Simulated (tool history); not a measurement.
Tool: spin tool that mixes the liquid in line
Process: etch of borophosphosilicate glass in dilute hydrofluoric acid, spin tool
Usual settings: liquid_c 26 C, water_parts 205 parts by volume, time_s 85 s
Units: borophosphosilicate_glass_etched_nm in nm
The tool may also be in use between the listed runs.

run	day	liquid_c	water_parts	time_s	wafers since the last listed run	hours since the thermometer was replaced	hours since the hydrofluoric acid flow meter was replaced	hours since the gauge calibration	read-back film thickness of the borophosphosilicate glass reference wafer, read on the same gauge (nm)	borophosphosilicate_glass_etched_nm
1	0	26	205	85	0	480.6	662.9	119.9	60.01	11.3
2	0.321	26	205	85	84	488.3	670.6	127.6	59.98	11.35
3	0.888	26	205	85	148	501.9	684.2	141.2	60	11.35
4	1.367	26	205	85	125	513.4	695.7	152.7	60.01	11.36
5	1.933	26	205	85	148	527	709.3	166.3	60	11.42
6	3.196	26	205	85	330	557.3	739.6	196.6	60	11.39
# day 3.388: gauge calibrated
7	3.583	26	180	85	101	566.6	748.9	4.7	60	13.41
8	3.95	26	180	85	96	575.4	757.7	13.5	60	13.43
9	4.408	26	180	85	120	586.4	768.7	24.5	60	13.43
10	4.75	27.5	205	115	89	594.6	776.9	32.7	60	16.21
11	5.042	27.5	205	115	76	601.6	783.9	39.7	60	16.24
# day 5.083: thermometer replaced
12	5.688	27.5	205	115	158	14.5	799.4	55.2	60.01	15.76
13	6.162	26	305	50	124	25.9	810.8	66.6	60.01	3.92
14	6.725	28.5	110	105	147	39.4	824.3	80.1	60	31.3
15	7	24.5	205	60	72	46	830.9	86.7	60	7.35
16	7.442	26	175	120	115	56.6	841.5	97.3	60	19
# day 7.592: hydrofluoric acid flow meter replaced
17	7.746	30.5	285	85	68	63.9	3.7	104.6	59.98	8.43
18	8.308	24.5	205	60	147	77.4	17.2	118.1	59.99	7.41
19	8.917	26	205	35	159	92	31.8	132.7	60.01	4.54
20	9.65	23.5	205	120	192	109.6	49.4	150.3	60.01	14.35
21	9.929	23.5	205	120	73	116.3	56.1	157	60	14.28
22	10.242	26	205	60	81	123.8	63.6	164.5	60.02	7.82
23	10.5	21.5	275	85	67	130	69.8	170.7	59.98	6.58
24	11.133	26	250	85	166	145.2	85	185.9	60	8.71

How the hidden state differs across the entries between the runs, from the last listed run before each to the first after it:
Between runs 6 and 7: gauge calibrated (day 3.388)
  liquid hotter than its thermometer reads (K): 1.24 -> 1.26
  measured less the result without the state, borophosphosilicate_glass_etched_nm: +0.49 -> +0.6 nm
Between runs 11 and 12: thermometer replaced (day 5.083)
  liquid hotter than its thermometer reads (K): 1.34 -> 0.189
  measured less the result without the state, borophosphosilicate_glass_etched_nm: +0.75 -> +0.1 nm
Between runs 16 and 17: hydrofluoric acid flow meter replaced (day 7.592)
  liquid hotter than its thermometer reads (K): 0.279 -> 0.295
  measured less the result without the state, borophosphosilicate_glass_etched_nm: +0.2 -> +0.08 nm
